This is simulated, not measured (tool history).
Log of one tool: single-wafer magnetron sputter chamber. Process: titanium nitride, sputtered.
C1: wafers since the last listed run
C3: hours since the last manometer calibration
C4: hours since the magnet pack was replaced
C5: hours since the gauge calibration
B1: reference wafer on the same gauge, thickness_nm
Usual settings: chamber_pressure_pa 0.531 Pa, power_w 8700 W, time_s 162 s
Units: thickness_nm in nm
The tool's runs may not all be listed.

run 1 day=0 | chamber_pressure_pa=0.531 power_w=9200 time_s=162 | C1=0 wafers_on_the_sputter_target=3931 C3=1503.9 C4=4139.3 C5=775.5 | B1=228.171 | thickness_nm=253.158
run 2 day=2.196 | chamber_pressure_pa=0.627 power_w=8700 time_s=162 | C1=503 wafers_on_the_sputter_target=4434 C3=1556.6 C4=4192 C5=828.2 | B1=227.901 | thickness_nm=235.38
run 3 day=3.646 | chamber_pressure_pa=0.531 power_w=7700 time_s=162 | C1=332 wafers_on_the_sputter_target=4766 C3=1591.4 C4=4226.8 C5=863 | B1=228.093 | thickness_nm=214.97
run 4 day=6.625 | chamber_pressure_pa=0.531 power_w=8700 time_s=162 | C1=682 wafers_on_the_sputter_target=5449 C3=1662.9 C4=4298.3 C5=934.5 | B1=228.177 | thickness_nm=240.829
run 5 day=8.175 | chamber_pressure_pa=0.447 power_w=8700 time_s=162 | C1=355 wafers_on_the_sputter_target=5804 C3=1700.1 C4=4335.5 C5=971.7 | B1=228.461 | thickness_nm=245.94
run 6 day=10.817 | chamber_pressure_pa=0.447 power_w=8700 time_s=162 | C1=605 wafers_on_the_sputter_target=6409 C3=1763.5 C4=4398.9 C5=1035.1 | B1=228.08 | thickness_nm=247.134
run 7 day=12.5 | chamber_pressure_pa=0.447 power_w=8700 time_s=162 | C1=385 wafers_on_the_sputter_target=6794 C3=1803.9 C4=4439.3 C5=1075.5 | B1=228.395 | thickness_nm=249.388
-- day=14.325 sputter target and shields replaced
run 8 day=14.367 | chamber_pressure_pa=0.593 power_w=8700 time_s=162 | C1=351 wafers_on_the_sputter_target=9 C3=1848.7 C4=4484.1 C5=1120.3 | B1=228.482 | thickness_nm=235.118
run 9 day=15.838 | chamber_pressure_pa=0.593 power_w=8700 time_s=162 | C1=336 wafers_on_the_sputter_target=346 C3=1884 C4=4519.4 C5=1155.6 | B1=228.579 | thickness_nm=235.824
run 10 day=17.154 | chamber_pressure_pa=0.593 power_w=8700 time_s=162 | C1=301 wafers_on_the_sputter_target=647 C3=1915.6 C4=4551 C5=1187.2 | B1=228.598 | thickness_nm=237.346
run 11 day=19.158 | chamber_pressure_pa=0.531 power_w=8700 time_s=162 | C1=459 wafers_on_the_sputter_target=1106 C3=1963.7 C4=4599.1 C5=1235.3 | B1=228.455 | thickness_nm=241.97
run 12 day=20.288 | chamber_pressure_pa=0.531 power_w=8700 time_s=162 | C1=258 wafers_on_the_sputter_target=1365 C3=1990.8 C4=4626.2 C5=1262.4 | B1=228.395 | thickness_nm=241.585
run 13 day=23.233 | chamber_pressure_pa=0.531 power_w=8700 time_s=162 | C1=674 wafers_on_the_sputter_target=2040 C3=2061.5 C4=4696.9 C5=1333.1 | B1=228.452 | thickness_nm=240.988
run 14 day=25.367 | chamber_pressure_pa=0.634 power_w=8700 time_s=162 | C1=488 wafers_on_the_sputter_target=2529 C3=2112.7 C4=4748.1 C5=1384.3 | B1=228.717 | thickness_nm=234.298
run 15 day=26.642 | chamber_pressure_pa=0.634 power_w=8700 time_s=162 | C1=292 wafers_on_the_sputter_target=2821 C3=2143.3 C4=4778.7 C5=1414.9 | B1=228.558 | thickness_nm=233.6
run 16 day=28.379 | chamber_pressure_pa=0.626 power_w=8700 time_s=162 | C1=398 wafers_on_the_sputter_target=3219 C3=2185 C4=4820.4 C5=1456.6 | B1=228.762 | thickness_nm=234.444
run 17 day=30.925 | chamber_pressure_pa=0.4 power_w=7850 time_s=162 | C1=583 wafers_on_the_sputter_target=3802 C3=2246.1 C4=4881.5 C5=1517.7 | B1=228.71 | thickness_nm=228.203
run 18 day=32.404 | chamber_pressure_pa=0.531 power_w=8700 time_s=162 | C1=338 wafers_on_the_sputter_target=4141 C3=2281.6 C4=4917 C5=1553.2 | B1=229.067 | thickness_nm=241.182

Run 19 comes next. What will it give?
run 19 day=34.054 | chamber_pressure_pa=0.738 power_w=8700 time_s=162 | C1=377 wafers_on_the_sputter_target=4519 C3=2321.2 C4=4956.6 C5=1592.8 | B1=? | thickness_nm=?

{"run 19": {"B1": 228.88, "thickness_nm": 226.315}}
Without the tool's hidden state the same run would have given thickness_nm 223.644 nm.
